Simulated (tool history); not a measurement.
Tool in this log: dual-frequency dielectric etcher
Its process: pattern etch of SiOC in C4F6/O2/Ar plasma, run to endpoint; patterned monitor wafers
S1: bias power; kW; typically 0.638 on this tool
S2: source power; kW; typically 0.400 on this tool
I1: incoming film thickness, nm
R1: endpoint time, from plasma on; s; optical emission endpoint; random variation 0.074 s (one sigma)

run 1 hour=0.0 | S1=0.638 S2=0.400 | I1=31.18 | R1=9.1
run 2 hour=27.2 | S1=0.638 S2=0.400 | I1=31.19 | R1=9.2
run 3 hour=66.5 | S1=0.517 S2=0.400 | I1=31.49 | R1=9.9
run 4 hour=129.2 | S1=0.638 S2=0.400 | I1=31.49 | R1=9.1
run 5 hour=161.3 | S1=0.638 S2=0.400 | I1=31.48 | R1=9.0
run 6 hour=214.3 | S1=0.638 S2=0.440 | I1=31.25 | R1=8.6
run 7 hour=247.4 | S1=0.638 S2=0.400 | I1=31.28 | R1=8.9
-- hour=316.1 wet clean of the chamber
run 8 hour=316.6 | S1=0.638 S2=0.400 | I1=31.47 | R1=9.3
run 9 hour=354.9 | S1=0.638 S2=0.400 | I1=31.42 | R1=9.2
run 10 hour=421.5 | S1=0.638 S2=0.400 | I1=31.01 | R1=8.9
run 11 hour=469.5 | S1=0.638 S2=0.400 | I1=31.24 | R1=9.0
run 12 hour=536.7 | S1=0.638 S2=0.400 | I1=31.35 | R1=9.0
run 13 hour=603.7 | S1=0.638 S2=0.400 | I1=31.27 | R1=8.8
run 14 hour=628.3 | S1=0.781 S2=0.500 | I1=31.09 | R1=7.6
-- hour=639.2 bias power generator calibrated
-- hour=684.9 wet clean of the chamber
run 15 hour=685.4 | S1=0.720 S2=0.490 | I1=31.43 | R1=8.3
run 16 hour=695.5 | S1=0.485 S2=0.400 | I1=31.01 | R1=9.9
run 17 hour=753.6 | S1=0.638 S2=0.370 | I1=31.57 | R1=9.4
run 18 hour=780.0 | S1=0.773 S2=0.400 | I1=31.54 | R1=8.5
run 19 hour=817.0 | S1=0.638 S2=0.400 | I1=31.31 | R1=9.0
-- hour=885.2 source power generator calibrated
-- hour=1005.3 wet clean of the chamber
run 20 hour=1005.8 | S1=0.722 S2=0.370 | I1=31.11 | R1=8.9
-- hour=1129.5 upper electrode replaced
run 21 hour=1141.1 | S1=0.638 S2=0.440 | I1=31.37 | R1=8.7
run 22 hour=1176.6 | S1=0.638 S2=0.400 | I1=31.35 | R1=8.8
run 23 hour=1202.0 | S1=0.509 S2=0.330 | I1=31.51 | R1=10.2
run 24 hour=1338.0 | S1=0.638 S2=0.400 | I1=31.31 | R1=8.7
-- hour=1362.1 wet clean of the chamber
run 25 hour=1432.8 | S1=0.763 S2=0.400 | I1=31.04 | R1=8.5
run 26 hour=1472.4 | S1=0.678 S2=0.440 | I1=31.40 | R1=8.5

What if the next run were any one of these 4? Each begins from the tool's condition after run 26:
run A hour=1472.8 | S1=0.638 S2=0.400 | I1=31.20 | R1=?
run B hour=1472.8 | S1=0.560 S2=0.450 | I1=31.20 | R1=?
run C hour=1472.8 | S1=0.713 S2=0.320 | I1=31.20 | R1=?
run D hour=1472.8 | S1=0.791 S2=0.350 | I1=31.20 | R1=?

run=A R1=8.9
run=B R1=8.9
run=C R1=9.2
run=D R1=8.6
Had the tool no hidden state, the same runs would have come out as:
run=A R1=9.0
run=B R1=9.0
run=C R1=9.3
run=D R1=8.7
